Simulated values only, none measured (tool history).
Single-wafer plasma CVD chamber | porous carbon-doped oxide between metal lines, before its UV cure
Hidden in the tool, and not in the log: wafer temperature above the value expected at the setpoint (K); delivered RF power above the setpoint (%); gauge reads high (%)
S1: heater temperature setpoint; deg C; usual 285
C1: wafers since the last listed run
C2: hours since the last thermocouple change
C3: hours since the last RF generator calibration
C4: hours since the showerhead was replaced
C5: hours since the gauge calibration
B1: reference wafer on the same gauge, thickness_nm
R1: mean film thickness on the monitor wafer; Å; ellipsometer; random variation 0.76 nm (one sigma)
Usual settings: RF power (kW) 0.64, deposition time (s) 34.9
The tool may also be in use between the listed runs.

Run 1, day 0: usual settings but deposition time (s) 39.6; C1 0; C2 313.3; C3 271.6; C4 5325.7; C5 684; B1 235.92. Result: R1 2584.38 Å.
Run 2, day 2.375: usual settings; C1 762; C2 370.3; C3 328.6; C4 5382.7; C5 741; B1 236.033. Result: R1 2278.92 Å.
Run 3, day 4.362: usual settings; C1 637; C2 418; C3 376.3; C4 5430.4; C5 788.7; B1 236.4. Result: R1 2276.26 Å.
Run 4, day 5.9: usual settings but S1 282 deg C, deposition time (s) 38.7; C1 493; C2 454.9; C3 413.2; C4 5467.3; C5 825.6; B1 236.415. Result: R1 2578.64 Å.
Run 5, day 7.954: usual settings; C1 659; C2 504.2; C3 462.5; C4 5516.6; C5 874.9; B1 236.199. Result: R1 2278.99 Å.
Run 6, day 8.967: usual settings; C1 325; C2 528.5; C3 486.8; C4 5540.9; C5 899.2; B1 236.34. Result: R1 2268.51 Å.
Run 7, day 11.246: usual settings; C1 731; C2 583.2; C3 541.5; C4 5595.6; C5 953.9; B1 236.343. Result: R1 2284.11 Å.
Run 8, day 13.592: usual settings but deposition time (s) 32.4; C1 753; C2 639.5; C3 597.8; C4 5651.9; C5 1010.2; B1 236.448. Result: R1 2119.19 Å.
Run 9, day 15.958: usual settings; C1 759; C2 696.3; C3 654.6; C4 5708.7; C5 1067; B1 236.512. Result: R1 2294.75 Å.
Run 10, day 18.267: usual settings but RF power (kW) 0.575; C1 740; C2 751.7; C3 710; C4 5764.1; C5 1122.4; B1 236.751. Result: R1 2047.3 Å.
Run 11, day 20.838: usual settings but RF power (kW) 0.575; C1 825; C2 813.4; C3 771.7; C4 5825.8; C5 1184.1; B1 236.657. Result: R1 2049.73 Å.
Run 12, day 23.671: usual settings; C1 909; C2 881.4; C3 839.7; C4 5893.8; C5 1252.1; B1 236.676. Result: R1 2285.92 Å.
At day 25.492: showerhead replaced.
Run 13, day 26.4: usual settings but RF power (kW) 0.675; C1 769; C2 946.9; C3 905.2; C4 21.8; C5 1317.6; B1 236.851. Result: R1 2411.3 Å.
Run 14, day 28.054: usual settings but RF power (kW) 0.675; C1 530; C2 986.6; C3 944.9; C4 61.5; C5 1357.3; B1 236.882. Result: R1 2414.74 Å.
At day 29.108: RF generator calibrated.
Run 15, day 30: usual settings but S1 299 deg C, RF power (kW) 0.585, deposition time (s) 38.9; C1 517; C2 1033.3; C3 21.4; C4 108.2; C5 1404; B1 237.005. Result: R1 2122.38 Å.
Run 16, day 31.396: usual settings; C1 448; C2 1066.8; C3 54.9; C4 141.7; C5 1437.5; B1 236.82. Result: R1 2293.67 Å.
At day 33.312: thermocouple changed; heater temperature recalibrated.
Run 17, day 33.333: usual settings but S1 299 deg C, deposition time (s) 37.7; C1 514; C2 0.5; C3 101.4; C4 188.2; C5 1484; B1 236.873. Result: R1 2241.35 Å.
Run 18, day 34.308: usual settings but deposition time (s) 28.9; C1 312; C2 23.9; C3 124.8; C4 211.6; C5 1507.4; B1 237.212. Result: R1 1901.85 Å.
Run 19, day 35.412: usual settings but S1 270 deg C, deposition time (s) 29.7; C1 354; C2 50.4; C3 151.3; C4 238.1; C5 1533.9; B1 237.052. Result: R1 2183 Å.
At day 35.838: gauge calibrated.
Run 20, day 38.35: usual settings; C1 942; C2 120.9; C3 221.8; C4 308.6; C5 60.3; B1 233.861. Result: R1 2262.56 Å.
Run 21, day 40.95: usual settings but S1 272 deg C, RF power (kW) 0.745, deposition time (s) 41.5; C1 834; C2 183.3; C3 284.2; C4 371; C5 122.7; B1 234.584. Result: R1 3392.89 Å.
Run 22, day 42.125: usual settings but S1 271 deg C, RF power (kW) 0.7, deposition time (s) 33.1; C1 377; C2 211.5; C3 312.4; C4 399.2; C5 150.9; B1 234.735. Result: R1 2585.69 Å.
Run 23, day 44.312: usual settings but S1 296 deg C, deposition time (s) 33.1; C1 702; C2 264; C3 364.9; C4 451.7; C5 203.4; B1 235.222. Result: R1 2016.78 Å.
Run 24, day 46.492: usual settings but S1 271 deg C, RF power (kW) 0.54; C1 699; C2 316.3; C3 417.2; C4 504; C5 255.7; B1 235.551. Result: R1 2118.64 Å.
Run 25, day 48.2: usual settings; C1 548; C2 357.3; C3 458.2; C4 545; C5 296.7; B1 235.723. Result: R1 2284.9 Å.
Run 26, day 50.425: usual settings; C1 714; C2 410.7; C3 511.6; C4 598.4; C5 350.1; B1 236.025. Result: R1 2280.4 Å.
Run 27, day 51.788: usual settings but S1 278 deg C, RF power (kW) 0.525, deposition time (s) 32.7; C1 437; C2 443.4; C3 544.3; C4 631.1; C5 382.8; B1 236.198. Result: R1 1834.94 Å.
Run 28, day 53.425: usual settings but RF power (kW) 0.55, deposition time (s) 38.7; C1 525; C2 482.7; C3 583.6; C4 670.4; C5 422.1; B1 236.529. Result: R1 2163.25 Å.

The same runs without the tool's hidden state, with the same run-to-run variation:
run       R1
  1  2552.57
  2  2249.48
  3   2245.8
  4  2543.29
  5  2246.83
  6  2236.08
  7  2250.58
  8  2087.34
  9  2259.53
 10   2015.3
 11  2017.14
 12  2248.97
 13  2371.78
 14  2374.87
 15  2087.06
 16  2255.29
 17   2203.6
 18  1869.71
 19  2145.99
 20  2252.97
 21  3370.56
 22  2566.19
 23  1998.24
 24  2096.03
 25  2258.12
 26  2250.83
 27  1809.87
 28     2132
